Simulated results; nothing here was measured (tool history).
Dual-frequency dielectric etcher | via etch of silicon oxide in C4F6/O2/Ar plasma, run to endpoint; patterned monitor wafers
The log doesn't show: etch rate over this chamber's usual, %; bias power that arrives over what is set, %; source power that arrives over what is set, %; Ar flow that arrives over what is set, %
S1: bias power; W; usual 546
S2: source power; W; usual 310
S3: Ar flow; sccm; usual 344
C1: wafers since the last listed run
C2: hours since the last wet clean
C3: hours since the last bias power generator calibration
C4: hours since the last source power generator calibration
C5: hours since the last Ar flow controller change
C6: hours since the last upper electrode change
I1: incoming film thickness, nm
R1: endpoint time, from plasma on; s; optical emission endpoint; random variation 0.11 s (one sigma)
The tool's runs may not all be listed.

run    hour   S1   S2   S3    C1     C2      C3      C4      C5      C6    I1    R1
  1       0  546  310  344     0   31.6  1085.9  3051.4  1842.2  2337.2    63  15.9
  2    61.4  546  310  344   626     93  1147.3  3112.8  1903.6  2398.6    64  16.1
  3   110.9  546  310  344   505  142.5  1196.8  3162.3  1953.1  2448.1  63.7  16.1
  4   154.2  546  310  344   442  185.8  1240.1  3205.6  1996.4  2491.4  64.1  16.1
  5   240.8  546  260  381   884  272.4  1326.7  3292.2    2083    2578  63.1    17
  6   304.2  546  260  344   647  335.8  1390.1  3355.6  2146.4  2641.4    64  17.1
  7   361.5  546  310  344   584  393.1  1447.4  3412.9  2203.7  2698.7  63.3  15.8
  8   401.3  546  310  344   406  432.9  1487.2  3452.7  2243.5  2738.5  63.7  16.1
  9   578.3  605  310  344  1807  609.9  1664.2  3629.7  2420.5  2915.5  63.7  15.3
      623.7  -- wet clean of the chamber
      651.7  -- upper electrode replaced
 10   662.8  605  310  344   372   39.1  1748.7  3714.2    2505    11.1  64.2  15.7
      666.9  -- bias power generator calibrated
 11   705.6  546  310  344   396   81.9    38.7    3757  2547.8    53.9  62.9  15.6
 12   794.1  546  390  428   903  170.4   127.2  3845.5  2636.3   142.4    63  14.9
 13   851.9  546  250  344   590  228.2     185  3903.3  2694.1   200.2  63.2  17.1
 14   910.8  546  310  309   601  287.1   243.9  3962.2    2753   259.1  64.6  15.9
      956.7  -- Ar flow controller replaced
 15   997.7  490  310  388   825    374   330.8  4049.1      41     346  63.2  16.8
     1028.9  -- source power generator calibrated
 16    1035  490  310  388   339  411.3   368.1     6.1    78.3   383.3  63.2  16.6
 17  1086.9  546  380  292   529  463.2     420      58   130.2   435.2  62.9  14.1
 18  1139.9  546  310  393   541  516.2     473     111   183.2   488.2  63.7  16.1

The next listed run, before its measurement:
     1179.1  -- wet clean of the chamber
 19  1193.1  546  340  392  298  14  526.2  164.2  236.4  541.4  63.8   ?

R1: 15.8 s
Without the tool's hidden state the same run would have given R1 15.8 s.
